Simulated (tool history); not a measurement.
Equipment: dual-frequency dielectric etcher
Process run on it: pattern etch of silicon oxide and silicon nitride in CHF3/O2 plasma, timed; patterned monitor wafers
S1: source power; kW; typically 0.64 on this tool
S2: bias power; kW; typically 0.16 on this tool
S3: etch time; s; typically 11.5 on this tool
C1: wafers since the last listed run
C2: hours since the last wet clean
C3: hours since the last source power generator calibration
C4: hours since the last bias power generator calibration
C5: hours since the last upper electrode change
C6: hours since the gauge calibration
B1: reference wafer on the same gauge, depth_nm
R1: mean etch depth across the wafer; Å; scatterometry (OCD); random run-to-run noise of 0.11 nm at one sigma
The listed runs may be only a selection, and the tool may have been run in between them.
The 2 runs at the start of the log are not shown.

run	hour	S1	S2	S3	C1	C2	C3	C4	C5	C6	B1	R1
3	29.8	0.64	0.16	11.5	293	193.7	4693.7	22.1	6196.7	283.7	17.37	177.6
4	36.7	0.64	0.16	10	115	200.6	4700.6	29	6203.6	290.6	17.38	151.6
5	53.5	0.64	0.16	11.5	281	217.4	4717.4	45.8	6220.4	307.4	17.45	176.7
6	72.7	0.64	0.16	11.5	322	236.6	4736.6	65	6239.6	326.6	17.42	177.7
7	87.3	0.64	0.16	11.5	244	251.2	4751.2	79.6	6254.2	341.2	17.42	177.3
8	96.9	0.64	0.16	11.5	161	260.8	4760.8	89.2	6263.8	350.8	17.4	178.7
9	107.2	0.79	0.127	12.5	172	271.1	4771.1	99.5	6274.1	361.1	17.41	192.1
10	118.4	0.55	0.16	11.5	187	282.3	4782.3	110.7	6285.3	372.3	17.39	165.9
11	136.3	0.64	0.16	11.5	300	300.2	4800.2	128.6	6303.2	390.2	17.38	179
12	151.9	0.64	0.16	8.5	261	315.8	4815.8	144.2	6318.8	405.8	17.4	132.5
13	163.1	0.54	0.145	14.5	187	327	4827	155.4	6330	417	17.41	197.8
14	171.2	0.64	0.16	14	135	335.1	4835.1	163.5	6338.1	425.1	17.37	218.3
15	178.3	0.72	0.16	11.5	119	342.2	4842.2	170.6	6345.2	432.2	17.42	187.3
# hour 210.7: upper electrode replaced
16	211.2	0.64	0.16	11.5	149	375.1	4875.1	203.5	0.5	465.1	17.44	179.8
17	211.5	0.6	0.195	11.5	5	375.4	4875.4	203.8	0.8	465.4	17.42	192.2
18	213.8	0.56	0.16	13.5	38	377.7	4877.7	206.1	3.1	467.7	17.38	197

Estimate the outcome of run 19 from the log above:
# hour 228.9: source power generator calibrated
19	231.5	0.64	0.16	11.5	229	395.4	2.6	223.8	20.8	485.4	?	?

{"run 19": {"B1": 17.37, "R1": 179.5}}
On a tool with no hidden condition, and with the same random variation, this run would have come out at R1 173.5 Å.
